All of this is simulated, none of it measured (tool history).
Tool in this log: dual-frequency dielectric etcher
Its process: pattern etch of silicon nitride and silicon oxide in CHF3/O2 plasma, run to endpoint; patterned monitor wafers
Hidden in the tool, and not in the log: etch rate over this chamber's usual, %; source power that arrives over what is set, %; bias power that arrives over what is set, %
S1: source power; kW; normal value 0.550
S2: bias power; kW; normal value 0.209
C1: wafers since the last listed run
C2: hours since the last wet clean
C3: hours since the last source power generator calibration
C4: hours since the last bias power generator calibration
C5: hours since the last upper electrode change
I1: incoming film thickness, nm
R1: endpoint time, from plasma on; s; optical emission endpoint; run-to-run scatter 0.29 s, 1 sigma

run 1 day=0.000 | S1=0.550 S2=0.240 | C1=0 C2=268.2 C3=1484.4 C4=4079.2 C5=3579.4 | I1=150.1 | R1=93.4
run 2 day=0.992 | S1=0.470 S2=0.209 | C1=183 C2=292.0 C3=1508.2 C4=4103.0 C5=3603.2 | I1=152.4 | R1=107.3
run 3 day=2.033 | S1=0.470 S2=0.209 | C1=192 C2=317.0 C3=1533.2 C4=4128.0 C5=3628.2 | I1=152.4 | R1=107.1
run 4 day=2.646 | S1=0.470 S2=0.209 | C1=113 C2=331.7 C3=1547.9 C4=4142.7 C5=3642.9 | I1=152.7 | R1=107.6
run 5 day=3.938 | S1=0.550 S2=0.194 | C1=238 C2=362.7 C3=1578.9 C4=4173.7 C5=3673.9 | I1=152.1 | R1=102.0
run 6 day=4.712 | S1=0.550 S2=0.194 | C1=143 C2=381.3 C3=1597.5 C4=4192.3 C5=3692.5 | I1=151.9 | R1=102.4
run 7 day=5.825 | S1=0.630 S2=0.241 | C1=205 C2=408.0 C3=1624.2 C4=4219.0 C5=3719.2 | I1=152.4 | R1=89.8
run 8 day=6.538 | S1=0.630 S2=0.241 | C1=131 C2=425.1 C3=1641.3 C4=4236.1 C5=3736.3 | I1=150.3 | R1=88.6
run 9 day=7.492 | S1=0.630 S2=0.241 | C1=176 C2=448.0 C3=1664.2 C4=4259.0 C5=3759.2 | I1=153.1 | R1=90.4
run 10 day=8.833 | S1=0.550 S2=0.209 | C1=247 C2=480.2 C3=1696.4 C4=4291.2 C5=3791.4 | I1=150.5 | R1=99.5
run 11 day=9.588 | S1=0.550 S2=0.209 | C1=139 C2=498.3 C3=1714.5 C4=4309.3 C5=3809.5 | I1=151.8 | R1=100.5
run 12 day=10.367 | S1=0.550 S2=0.209 | C1=143 C2=517.0 C3=1733.2 C4=4328.0 C5=3828.2 | I1=152.5 | R1=100.4
-- day=10.871 source power generator calibrated
run 13 day=11.504 | S1=0.550 S2=0.209 | C1=179 C2=544.3 C3=15.2 C4=4355.3 C5=3855.5 | I1=153.8 | R1=100.0
run 14 day=12.508 | S1=0.550 S2=0.209 | C1=185 C2=568.4 C3=39.3 C4=4379.4 C5=3879.6 | I1=152.5 | R1=98.7
run 15 day=13.838 | S1=0.500 S2=0.164 | C1=245 C2=600.3 C3=71.2 C4=4411.3 C5=3911.5 | I1=153.4 | R1=112.5

Expected results for the next run?
-- day=15.271 wet clean of the chamber
run 16 day=15.292 | S1=0.550 S2=0.209 | C1=83 C2=0.5 C3=106.1 C4=4446.2 C5=3946.4 | I1=151.1 | R1=?

R1: 94.8 s
Take away the tool's hidden state, keep the run-to-run variation as it was, and the same run would have given R1 95.0 s.

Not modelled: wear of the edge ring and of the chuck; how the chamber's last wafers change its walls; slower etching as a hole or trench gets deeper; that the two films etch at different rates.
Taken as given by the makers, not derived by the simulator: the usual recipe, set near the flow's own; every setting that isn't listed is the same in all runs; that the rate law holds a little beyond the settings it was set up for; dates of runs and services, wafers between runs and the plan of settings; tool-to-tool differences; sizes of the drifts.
